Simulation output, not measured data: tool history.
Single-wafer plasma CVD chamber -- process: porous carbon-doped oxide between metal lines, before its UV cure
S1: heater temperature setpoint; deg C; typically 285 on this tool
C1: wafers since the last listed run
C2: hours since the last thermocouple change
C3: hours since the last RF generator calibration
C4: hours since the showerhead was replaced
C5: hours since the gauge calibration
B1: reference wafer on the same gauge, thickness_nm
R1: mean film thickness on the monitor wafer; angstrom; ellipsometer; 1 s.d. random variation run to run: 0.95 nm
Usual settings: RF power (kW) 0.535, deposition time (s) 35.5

{"run": 1, "hour": 0.0, "S1": 285, "RF power (kW)": 0.535, "deposition time (s)": 35.5, "C1": 0, "C2": 970.7, "C3": 1284.4, "C4": 3588.5, "C5": 281.9, "B1": 206.978, "R1": 2377.35}
{"run": 2, "hour": 22.0, "S1": 285, "RF power (kW)": 0.535, "deposition time (s)": 35.5, "C1": 287, "C2": 992.7, "C3": 1306.4, "C4": 3610.5, "C5": 303.9, "B1": 206.88, "R1": 2374.36}
{"run": 3, "hour": 55.4, "S1": 285, "RF power (kW)": 0.535, "deposition time (s)": 35.5, "C1": 436, "C2": 1026.1, "C3": 1339.8, "C4": 3643.9, "C5": 337.3, "B1": 206.897, "R1": 2384.42}
{"run": 4, "hour": 69.8, "S1": 285, "RF power (kW)": 0.535, "deposition time (s)": 35.5, "C1": 188, "C2": 1040.5, "C3": 1354.2, "C4": 3658.3, "C5": 351.7, "B1": 207.056, "R1": 2369.79}
{"run": 5, "hour": 102.2, "S1": 285, "RF power (kW)": 0.535, "deposition time (s)": 35.5, "C1": 423, "C2": 1072.9, "C3": 1386.6, "C4": 3690.7, "C5": 384.1, "B1": 206.839, "R1": 2359.08}
{"run": 6, "hour": 120.7, "S1": 285, "RF power (kW)": 0.465, "deposition time (s)": 35.5, "C1": 241, "C2": 1091.4, "C3": 1405.1, "C4": 3709.2, "C5": 402.6, "B1": 206.864, "R1": 2179.08}
{"run": 7, "hour": 146.5, "S1": 285, "RF power (kW)": 0.535, "deposition time (s)": 35.5, "C1": 336, "C2": 1117.2, "C3": 1430.9, "C4": 3735, "C5": 428.4, "B1": 207.177, "R1": 2369.59}
{"run": 8, "hour": 171.8, "S1": 282, "RF power (kW)": 0.535, "deposition time (s)": 35.5, "C1": 330, "C2": 1142.5, "C3": 1456.2, "C4": 3760.3, "C5": 453.7, "B1": 207.191, "R1": 2413.26}
{"hour": 210.3, "done": "showerhead replaced"}
{"run": 9, "hour": 210.8, "S1": 282, "RF power (kW)": 0.535, "deposition time (s)": 35.5, "C1": 404, "C2": 1181.5, "C3": 1495.2, "C4": 0.5, "C5": 492.7, "B1": 207.024, "R1": 2408.26}
{"hour": 214.1, "done": "gauge calibrated"}
{"hour": 229.9, "done": "thermocouple changed; heater temperature recalibrated"}
{"hour": 230.8, "done": "RF generator calibrated"}
{"run": 10, "hour": 231.4, "S1": 285, "RF power (kW)": 0.535, "deposition time (s)": 35.5, "C1": 151, "C2": 1.5, "C3": 0.6, "C4": 21.1, "C5": 17.3, "B1": 207.086, "R1": 2399.01}
{"run": 11, "hour": 244.0, "S1": 285, "RF power (kW)": 0.535, "deposition time (s)": 35.5, "C1": 164, "C2": 14.1, "C3": 13.2, "C4": 33.7, "C5": 29.9, "B1": 206.811, "R1": 2397.06}
{"run": 12, "hour": 265.3, "S1": 285, "RF power (kW)": 0.535, "deposition time (s)": 35.5, "C1": 278, "C2": 35.4, "C3": 34.5, "C4": 55, "C5": 51.2, "B1": 206.665, "R1": 2394.48}
{"run": 13, "hour": 298.3, "S1": 285, "RF power (kW)": 0.535, "deposition time (s)": 35.5, "C1": 431, "C2": 68.4, "C3": 67.5, "C4": 88, "C5": 84.2, "B1": 207.138, "R1": 2394.45}
{"run": 14, "hour": 324.8, "S1": 285, "RF power (kW)": 0.455, "deposition time (s)": 29.7, "C1": 346, "C2": 94.9, "C3": 94, "C4": 114.5, "C5": 110.7, "B1": 207.198, "R1": 1833.49}
{"run": 15, "hour": 345.3, "S1": 285, "RF power (kW)": 0.535, "deposition time (s)": 41.8, "C1": 267, "C2": 115.4, "C3": 114.5, "C4": 135, "C5": 131.2, "B1": 207.331, "R1": 2814.36}
{"run": 16, "hour": 373.4, "S1": 292, "RF power (kW)": 0.535, "deposition time (s)": 35.5, "C1": 367, "C2": 143.5, "C3": 142.6, "C4": 163.1, "C5": 159.3, "B1": 207.163, "R1": 2316.23}
{"run": 17, "hour": 403.2, "S1": 285, "RF power (kW)": 0.535, "deposition time (s)": 35.5, "C1": 389, "C2": 173.3, "C3": 172.4, "C4": 192.9, "C5": 189.1, "B1": 207.25, "R1": 2428.75}
{"run": 18, "hour": 419.4, "S1": 285, "RF power (kW)": 0.49, "deposition time (s)": 30, "C1": 211, "C2": 189.5, "C3": 188.6, "C4": 209.1, "C5": 205.3, "B1": 207.4, "R1": 1956.72}
{"run": 19, "hour": 443.7, "S1": 285, "RF power (kW)": 0.615, "deposition time (s)": 29.7, "C1": 317, "C2": 213.8, "C3": 212.9, "C4": 233.4, "C5": 229.6, "B1": 207.332, "R1": 2182.31}
{"run": 20, "hour": 459.6, "S1": 285, "RF power (kW)": 0.535, "deposition time (s)": 35.5, "C1": 207, "C2": 229.7, "C3": 228.8, "C4": 249.3, "C5": 245.5, "B1": 206.716, "R1": 2426.25}
{"run": 21, "hour": 567.5, "S1": 298, "RF power (kW)": 0.535, "deposition time (s)": 40.7, "C1": 1409, "C2": 337.6, "C3": 336.7, "C4": 357.2, "C5": 353.4, "B1": 207.041, "R1": 2578.19}
{"run": 22, "hour": 582.8, "S1": 285, "RF power (kW)": 0.44, "deposition time (s)": 32.5, "C1": 199, "C2": 352.9, "C3": 352, "C4": 372.5, "C5": 368.7, "B1": 207.046, "R1": 1971.53}
{"run": 23, "hour": 607.3, "S1": 285, "RF power (kW)": 0.465, "deposition time (s)": 35.5, "C1": 319, "C2": 377.4, "C3": 376.5, "C4": 397, "C5": 393.2, "B1": 207.092, "R1": 2237.25}
{"run": 24, "hour": 636.9, "S1": 285, "RF power (kW)": 0.535, "deposition time (s)": 35.5, "C1": 386, "C2": 407, "C3": 406.1, "C4": 426.6, "C5": 422.8, "B1": 206.838, "R1": 2427.11}
{"hour": 666.9, "done": "gauge calibrated"}
{"run": 25, "hour": 668.6, "S1": 271, "RF power (kW)": 0.47, "deposition time (s)": 30.2, "C1": 414, "C2": 438.7, "C3": 437.8, "C4": 458.3, "C5": 1.7, "B1": 207.025, "R1": 2091.03}
{"run": 26, "hour": 681.3, "S1": 271, "RF power (kW)": 0.47, "deposition time (s)": 30.2, "C1": 165, "C2": 451.4, "C3": 450.5, "C4": 471, "C5": 14.4, "B1": 206.695, "R1": 2087.12}
{"run": 27, "hour": 696.8, "S1": 278, "RF power (kW)": 0.575, "deposition time (s)": 35.5, "C1": 202, "C2": 466.9, "C3": 466, "C4": 486.5, "C5": 29.9, "B1": 206.872, "R1": 2605.47}

Each row is a separate what-if for the run after 27, all from the same tool condition, not one after another. Results?
{"run": "A", "hour": 697.2, "S1": 296, "RF power (kW)": 0.535, "deposition time (s)": 35.5, "C1": 5, "C2": 467.3, "C3": 466.4, "C4": 486.9, "C5": 30.3, "B1": "?", "R1": "?"}
{"run": "B", "hour": 697.2, "S1": 285, "RF power (kW)": 0.59, "deposition time (s)": 35.5, "C1": 5, "C2": 467.3, "C3": 466.4, "C4": 486.9, "C5": 30.3, "B1": "?", "R1": "?"}
{"run": "C", "hour": 697.2, "S1": 293, "RF power (kW)": 0.535, "deposition time (s)": 31.2, "C1": 5, "C2": 467.3, "C3": 466.4, "C4": 486.9, "C5": 30.3, "B1": "?", "R1": "?"}
{"run": "D", "hour": 697.2, "S1": 271, "RF power (kW)": 0.505, "deposition time (s)": 31.8, "C1": 5, "C2": 467.3, "C3": 466.4, "C4": 486.9, "C5": 30.3, "B1": "?", "R1": "?"}
{"run": "E", "hour": 697.2, "S1": 299, "RF power (kW)": 0.585, "deposition time (s)": 35.5, "C1": 5, "C2": 467.3, "C3": 466.4, "C4": 486.9, "C5": 30.3, "B1": "?", "R1": "?"}

run=A B1=206.902 R1=2285.23
run=B B1=206.902 R1=2565.23
run=C B1=206.902 R1=2048.45
run=D B1=206.902 R1=2285.72
run=E B1=206.902 R1=2367.12
The same runs, with their run-to-run variation unchanged, on a tool lacking any hidden condition would have given:
run=A R1=2266.06
run=B R1=2539.12
run=C R1=2030.19
run=D R1=2260.13
run=E R1=2347

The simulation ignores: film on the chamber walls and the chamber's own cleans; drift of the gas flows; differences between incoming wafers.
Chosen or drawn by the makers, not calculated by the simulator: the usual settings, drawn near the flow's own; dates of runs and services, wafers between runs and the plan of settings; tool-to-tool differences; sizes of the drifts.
